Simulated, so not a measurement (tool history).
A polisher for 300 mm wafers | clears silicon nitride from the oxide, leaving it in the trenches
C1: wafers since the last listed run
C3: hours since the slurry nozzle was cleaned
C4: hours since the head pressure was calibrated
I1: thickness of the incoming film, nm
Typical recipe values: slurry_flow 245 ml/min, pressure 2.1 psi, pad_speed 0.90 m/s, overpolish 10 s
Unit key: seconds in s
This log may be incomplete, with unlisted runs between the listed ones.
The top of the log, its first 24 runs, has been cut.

-- hour=2268.2 worn pad replaced by a new one
run 25 hour=2318.3 | slurry_flow=210 pressure=1.6 pad_speed=0.90 overpolish=5 | C1=331 wafers_polished_on_this_pad=320 C3=79.7 C4=188.2 | I1=96.0 | seconds=242.3
run 26 hour=2384.0 | slurry_flow=245 pressure=2.1 pad_speed=1.00 overpolish=10 | C1=419 wafers_polished_on_this_pad=739 C3=145.4 C4=253.9 | I1=93.4 | seconds=158.5
run 27 hour=2424.8 | slurry_flow=270 pressure=2.6 pad_speed=0.90 overpolish=10 | C1=260 wafers_polished_on_this_pad=999 C3=186.2 C4=294.7 | I1=96.4 | seconds=146.4
run 28 hour=2473.7 | slurry_flow=245 pressure=2.6 pad_speed=0.90 overpolish=10 | C1=312 wafers_polished_on_this_pad=1312 C3=235.1 C4=343.6 | I1=93.0 | seconds=144.5
run 29 hour=2566.0 | slurry_flow=220 pressure=1.5 pad_speed=0.90 overpolish=4 | C1=589 wafers_polished_on_this_pad=1901 C3=327.4 C4=435.9 | I1=95.3 | seconds=267.0
run 30 hour=2633.2 | slurry_flow=300 pressure=2.1 pad_speed=0.60 overpolish=10 | C1=428 wafers_polished_on_this_pad=2330 C3=394.6 C4=503.1 | I1=92.9 | seconds=272.7
run 31 hour=2683.6 | slurry_flow=245 pressure=1.9 pad_speed=0.90 overpolish=10 | C1=321 wafers_polished_on_this_pad=2651 C3=445.0 C4=553.5 | I1=94.3 | seconds=209.6
run 32 hour=2781.9 | slurry_flow=295 pressure=2.7 pad_speed=0.60 overpolish=12 | C1=627 wafers_polished_on_this_pad=3279 C3=543.3 C4=651.8 | I1=94.5 | seconds=221.9
-- hour=2832.5 head pressure recalibrated
run 33 hour=2861.3 | slurry_flow=245 pressure=2.7 pad_speed=0.90 overpolish=10 | C1=494 wafers_polished_on_this_pad=3773 C3=622.7 C4=28.8 | I1=95.1 | seconds=158.4
-- hour=2966.0 worn pad replaced by a new one
run 34 hour=2966.5 | slurry_flow=295 pressure=2.6 pad_speed=0.64 overpolish=5 | C1=646 wafers_polished_on_this_pad=3 C3=727.9 C4=134.0 | I1=95.7 | seconds=213.5
run 35 hour=3004.0 | slurry_flow=245 pressure=2.1 pad_speed=0.90 overpolish=10 | C1=239 wafers_polished_on_this_pad=242 C3=765.4 C4=171.5 | I1=94.1 | seconds=189.6
-- hour=3005.2 slurry nozzle cleaned
run 36 hour=3109.3 | slurry_flow=245 pressure=2.1 pad_speed=0.90 overpolish=10 | C1=665 wafers_polished_on_this_pad=908 C3=104.1 C4=276.8 | I1=93.8 | seconds=181.0
run 37 hour=3145.7 | slurry_flow=245 pressure=2.1 pad_speed=0.90 overpolish=10 | C1=232 wafers_polished_on_this_pad=1140 C3=140.5 C4=313.2 | I1=96.4 | seconds=186.2

Branching from run 37: 3 alternative next runs. What would each branch give?
run A hour=3146.2 | slurry_flow=245 pressure=2.1 pad_speed=0.90 overpolish=7 | C1=3 wafers_polished_on_this_pad=1144 C3=141.0 C4=313.7 | I1=96.0 | seconds=?
run B hour=3146.2 | slurry_flow=245 pressure=2.4 pad_speed=0.74 overpolish=10 | C1=3 wafers_polished_on_this_pad=1144 C3=141.0 C4=313.7 | I1=96.0 | seconds=?
run C hour=3146.2 | slurry_flow=205 pressure=2.1 pad_speed=0.74 overpolish=10 | C1=3 wafers_polished_on_this_pad=1144 C3=141.0 C4=313.7 | I1=96.0 | seconds=?

run=A seconds=188.1
run=B seconds=200.2
run=C seconds=234.5
With the hidden condition removed and each run's random variation left untouched, the same runs would have given:
run=A seconds=180.4
run=B seconds=192.0
run=C seconds=224.3
